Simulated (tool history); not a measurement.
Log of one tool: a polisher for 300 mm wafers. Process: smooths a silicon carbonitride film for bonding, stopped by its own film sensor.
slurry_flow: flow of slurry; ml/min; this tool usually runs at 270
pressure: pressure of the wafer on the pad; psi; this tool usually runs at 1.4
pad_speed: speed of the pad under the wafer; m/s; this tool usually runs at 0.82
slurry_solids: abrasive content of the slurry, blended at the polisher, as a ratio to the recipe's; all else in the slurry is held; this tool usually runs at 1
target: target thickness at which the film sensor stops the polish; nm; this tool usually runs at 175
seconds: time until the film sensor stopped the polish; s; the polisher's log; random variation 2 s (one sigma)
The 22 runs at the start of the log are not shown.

run	hour	slurry_flow	pressure	pad_speed	slurry_solids	target	wafers since the last listed run	wafers polished on this pad	hours since the slurry nozzle was cleaned	hours since the head pressure was calibrated	hours since the slurry blender was calibrated	incoming thickness of the incoming film, nm	seconds
23	558	245	1.4	0.98	1.15	175	88	885	297.5	397.9	166.5	204	198.1
# hour 570.4: worn pad replaced by a new one
24	586.8	270	1.4	0.6	1	178	131	87	326.3	426.7	195.3	199	201.4
25	613	270	1.4	0.82	1	175	139	226	352.5	452.9	221.5	200.1	203.7
26	646.6	270	1.4	0.82	1	175	178	405	386.1	486.5	255.1	201.6	218.6
27	662.5	270	1.4	0.82	1	175	84	489	402	502.4	271	201.9	219.7
28	690.5	270	1.9	0.82	1	175	148	638	430	530.4	299	198.3	157
29	716.9	330	1.4	0.82	1	180	140	778	456.4	556.8	325.4	198.7	152.8
30	731.1	270	1.1	0.82	1	175	75	854	470.6	571	339.6	197	208.7

4 ways to go on from here, each from the tool as it stands after run 30. What would each give?
A	731.6	215	1.4	0.82	1	175	2	857	471.1	571.5	340.1	202.5	?
B	731.6	270	1.4	0.98	1	175	2	857	471.1	571.5	340.1	202.5	?
C	731.6	270	1.2	0.82	1	175	2	857	471.1	571.5	340.1	202.5	?
D	731.6	270	1.6	1	1.1	169	2	857	471.1	571.5	340.1	202.5	?

run	seconds
A	234.9
B	207
C	251.5
D	217.2
The same runs, with their run-to-run variation unchanged, on a tool lacking any hidden condition would have given:
run	seconds
A	229.4
B	202.9
C	246.5
D	212.9

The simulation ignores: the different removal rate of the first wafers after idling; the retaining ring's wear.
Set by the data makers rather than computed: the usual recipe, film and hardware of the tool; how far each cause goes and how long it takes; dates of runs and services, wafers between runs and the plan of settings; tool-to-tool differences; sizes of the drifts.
